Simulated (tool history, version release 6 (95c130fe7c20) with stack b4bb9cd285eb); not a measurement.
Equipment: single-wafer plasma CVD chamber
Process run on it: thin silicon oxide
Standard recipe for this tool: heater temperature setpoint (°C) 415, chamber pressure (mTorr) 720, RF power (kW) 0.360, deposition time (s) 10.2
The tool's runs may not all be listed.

run   hour  heater temperature setpoint (°C)  chamber pressure (mTorr)  RF power (kW)  deposition time (s)  wafers since the last listed run  hours since the last thermocouple change  hours since the last RF generator calibration  hours since the last manometer calibration  hours since the showerhead was replaced  hours since the gauge calibration  read-back reference wafer on the same gauge, thickness_nm  mean film thickness on the monitor wafer (angstrom)
  1    0.0                               415                       720          0.360                 10.2                                 0                                     710.3                                         1503.5                                       889.2                                   5364.8                               92.9                                                     14.820                                               192.47
  2   33.2                               415                       720          0.360                 10.2                               908                                     743.5                                         1536.7                                       922.4                                   5398.0                              126.1                                                     14.785                                               191.90
  3   66.4                               415                       720          0.360                 10.2                               908                                     776.7                                         1569.9                                       955.6                                   5431.2                              159.3                                                     14.832                                               193.31
  4   85.5                               415                       720          0.360                 10.2                               522                                     795.8                                         1589.0                                       974.7                                   5450.3                              178.4                                                     14.810                                               192.14
     115.9  -- RF generator calibrated
  5  120.5                               408                       679          0.360                 10.2                               738                                     830.8                                            4.6                                      1009.7                                   5485.3                              213.4                                                     14.801                                               184.47
  6  135.7                               415                       816          0.360                 10.2                               415                                     846.0                                           19.8                                      1024.9                                   5500.5                              228.6                                                     14.767                                               209.85
  7  159.8                               415                       816          0.360                 10.2                               659                                     870.1                                           43.9                                      1049.0                                   5524.6                              252.7                                                     14.797                                               211.45
     173.6  -- capacitance manometer re-zeroed and calibrated
  8  179.5                               415                       720          0.360                 10.2                               320                                     889.8                                           63.6                                         5.9                                   5544.3                              272.4                                                     14.797                                               182.34
  9  191.6                               409                       631          0.380                 11.9                               331                                     901.9                                           75.7                                        18.0                                   5556.4                              284.5                                                     14.826                                               197.14
     202.4  -- thermocouple changed; heater temperature recalibrated
 10  214.7                               410                       720          0.360                 10.2                               413                                      12.3                                           98.8                                        41.1                                   5579.5                              307.6                                                     14.824                                               181.75
 11  242.9                               404                       720          0.400                 10.2                               771                                      40.5                                          127.0                                        69.3                                   5607.7                              335.8                                                     14.798                                               190.21
     252.1  -- showerhead replaced
 12  271.0                               415                       720          0.295                  8.7                               549                                      68.6                                          155.1                                        97.4                                     18.9                              363.9                                                     14.775                                               147.13
 13  289.8                               415                       811          0.295                  9.5                               514                                      87.4                                          173.9                                       116.2                                     37.7                              382.7                                                     14.762                                               175.30
     300.0  -- gauge calibrated
 14  310.7                               415                       622          0.305                  8.3                               571                                     108.3                                          194.8                                       137.1                                     58.6                               10.7                                                     14.802                                               128.75
 15  346.3                               415                       720          0.360                 10.2                               974                                     143.9                                          230.4                                       172.7                                     94.2                               46.3                                                     14.816                                               183.92
 16  361.1                               420                       839          0.360                 10.2                               404                                     158.7                                          245.2                                       187.5                                    109.0                               61.1                                                     14.798                                               206.05
 17  376.2                               415                       598          0.430                  8.3                               413                                     173.8                                          260.3                                       202.6                                    124.1                               76.2                                                     14.790                                               136.98

Alternative continuations, all from the tool just after run 17; predict every row:
  A  376.6                               415                       720          0.360                 10.2                                10                                     174.2                                          260.7                                       203.0                                    124.5                               76.6                                                          ?                                                    ?
  B  376.6                               406                       720          0.360                 10.2                                10                                     174.2                                          260.7                                       203.0                                    124.5                               76.6                                                          ?                                                    ?
  C  376.6                               415                       653          0.360                 10.2                                10                                     174.2                                          260.7                                       203.0                                    124.5                               76.6                                                          ?                                                    ?
  D  376.6                               423                       720          0.335                  9.5                                10                                     174.2                                          260.7                                       203.0                                    124.5                               76.6                                                          ?                                                    ?
  E  376.6                               415                       812          0.320                  8.4                                10                                     174.2                                          260.7                                       203.0                                    124.5                               76.6                                                          ?                                                    ?

run  read-back reference wafer on the same gauge, thickness_nm  mean film thickness on the monitor wafer (angstrom)
  A                                                     14.801                                               183.49
  B                                                     14.801                                               184.45
  C                                                     14.801                                               170.79
  D                                                     14.801                                               166.65
  E                                                     14.801                                               159.32
Had the tool no hidden state, the same runs would have come out as:
run  mean film thickness on the monitor wafer (angstrom)
  A                                               182.67
  B                                               183.62
  C                                               169.99
  D                                               165.90
  E                                               158.67

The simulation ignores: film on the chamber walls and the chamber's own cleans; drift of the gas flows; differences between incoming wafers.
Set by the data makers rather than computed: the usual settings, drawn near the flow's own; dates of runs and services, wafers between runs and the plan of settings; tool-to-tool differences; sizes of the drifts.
